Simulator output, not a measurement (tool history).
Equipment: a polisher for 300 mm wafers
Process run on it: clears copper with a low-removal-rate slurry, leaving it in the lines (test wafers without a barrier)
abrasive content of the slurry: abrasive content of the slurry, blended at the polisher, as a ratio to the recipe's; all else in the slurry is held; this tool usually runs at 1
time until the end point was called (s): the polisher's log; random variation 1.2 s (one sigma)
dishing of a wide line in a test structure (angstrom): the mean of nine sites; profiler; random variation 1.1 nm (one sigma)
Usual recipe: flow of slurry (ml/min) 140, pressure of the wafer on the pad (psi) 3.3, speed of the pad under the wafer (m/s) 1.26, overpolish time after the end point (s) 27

run    hour  flow of slurry (ml/min)  pressure of the wafer on the pad (psi)  speed of the pad under the wafer (m/s)  abrasive content of the slurry  overpolish time after the end point (s)  incoming thickness of the incoming film, nm  time until the end point was called (s)  dishing of a wide line in a test structure (angstrom)
  1       0                      140                                     3.3                                    1.26                               1                                       27                                        596.7                                    108.3                                                    781
  2   161.3                      140                                     3.3                                    1.26                               1                                       27                                        596.3                                      110                                                    771
  3   194.7                      140                                     3.3                                    1.26                            0.75                                       27                                        583.9                                    113.7                                                    736
      197.9  -- slurry blender recalibrated
  4   220.3                      140                                     3.3                                    1.26                            0.75                                       27                                        595.3                                    115.2                                                    745
  5   291.6                      140                                     3.3                                    1.26                               1                                       27                                        608.6                                    108.3                                                    791
      322.6  -- worn pad replaced by a new one
  6   330.9                      140                                     3.3                                    1.26                               1                                       27                                        592.9                                    107.6                                                    787
      343.8  -- slurry nozzle cleaned
  7   392.9                      140                                     3.3                                    0.86                               1                                       27                                        594.7                                      157                                                    589
      422.8  -- head pressure recalibrated
  8   423.3                      140                                     2.2                                    0.86                               1                                       27                                        595.6                                    248.3                                                    387
  9   463.8                      140                                     3.7                                    1.26                            0.75                                       27                                        596.6                                    109.2                                                    791
 10   511.4                      140                                     3.3                                     1.1                               1                                       27                                        596.1                                      128                                                    683
 11   537.5                      140                                     3.3                                     1.4                             0.8                                       27                                        601.6                                      104                                                    788
 12   579.8                      140                                     3.7                                    1.26                            0.75                                       27                                        604.2                                      108                                                    785
 13   622.8                       95                                     4.5                                    1.26                             0.7                                       23                                        595.6                                     94.8                                                    766
      666.7  -- slurry blender recalibrated
 14   684.1                       90                                     2.3                                    1.02                               1                                       27                                        587.1                                    205.8                                                    452
 15     720                      140                                     3.3                                     1.4                               1                                       27                                        596.4                                     98.4                                                    817
 16     756                      100                                     3.3                                    1.54                               1                                       27                                        592.9                                     94.2                                                    844
      767.5  -- worn pad replaced by a new one
 17   810.4                      140                                     3.3                                    1.26                               1                                       27                                        600.3                                    109.8                                                    801
 18   876.5                      185                                     3.3                                    1.52                               1                                       27                                        593.3                                     84.3                                                    886
 19   927.4                      140                                     2.4                                    1.48                             0.7                                       19                                          592                                    135.1                                                    470
 20   971.7                      140                                     3.3                                    1.26                               1                                       27                                        589.7                                    107.4                                                    782
      993.4  -- slurry nozzle cleaned
 21  1011.6                      180                                     3.3                                    1.26                             0.9                                       27                                        585.4                                    103.2                                                    762
 22    1049                      140                                     3.3                                    1.26                               1                                       27                                        594.5                                    106.4                                                    765
 23  1080.2                      140                                     3.9                                    1.26                               1                                       27                                        595.7                                     90.8                                                    878
     1094.8  -- slurry blender recalibrated
     1109.2  -- head pressure recalibrated
 24  1143.9                      125                                     3.3                                    1.46                            0.75                                       27                                        594.5                                    107.8                                                    774
 25  1192.5                      140                                     3.3                                    1.26                               1                                       27                                        584.7                                    107.9                                                    756
     1224.5  -- worn pad replaced by a new one
 26  1236.2                      115                                     3.3                                    1.26                             1.2                                       27                                        583.2                                    108.4                                                    768
 27  1297.4                      140                                     3.3                                    1.26                               1                                       27                                        588.9                                    110.2                                                    763

How would selected steps in time until the end point was called (s) from run to run divide? Give the signed amount a tool lacking its hidden state would still show from settings, what came in and random variation, and the signed amount left for the hidden state, including any gauge scatter that is not in both of the compared results.
What the log doesn't record here: removal rate lost through wear of the pad, %; slurry flow missing at the pad, %; deviation of the head's pressure from its setpoint, %; abrasive missing from the slurry, %.
Run 7 -> 8: pressure of the wafer on the pad (psi) 3.3 -> 2.2, head pressure recalibrated. time until the end point was called (s) +91.3: hidden state +10.5, all else +80.8.
Run 8 -> 9: pressure of the wafer on the pad (psi) 2.2 -> 3.7, speed of the pad under the wafer (m/s) 0.86 -> 1.26, abrasive content of the slurry 1 -> 0.75. time until the end point was called (s) -139.1: hidden state -1.2, all else -137.9.
Run 13 -> 14: flow of slurry (ml/min) 95 -> 90, pressure of the wafer on the pad (psi) 4.5 -> 2.3, speed of the pad under the wafer (m/s) 1.26 -> 1.02, abrasive content of the slurry 0.7 -> 1, overpolish time after the end point (s) 23 -> 27, slurry blender recalibrated. time until the end point was called (s) +111: hidden state -5.7, all else +116.7.
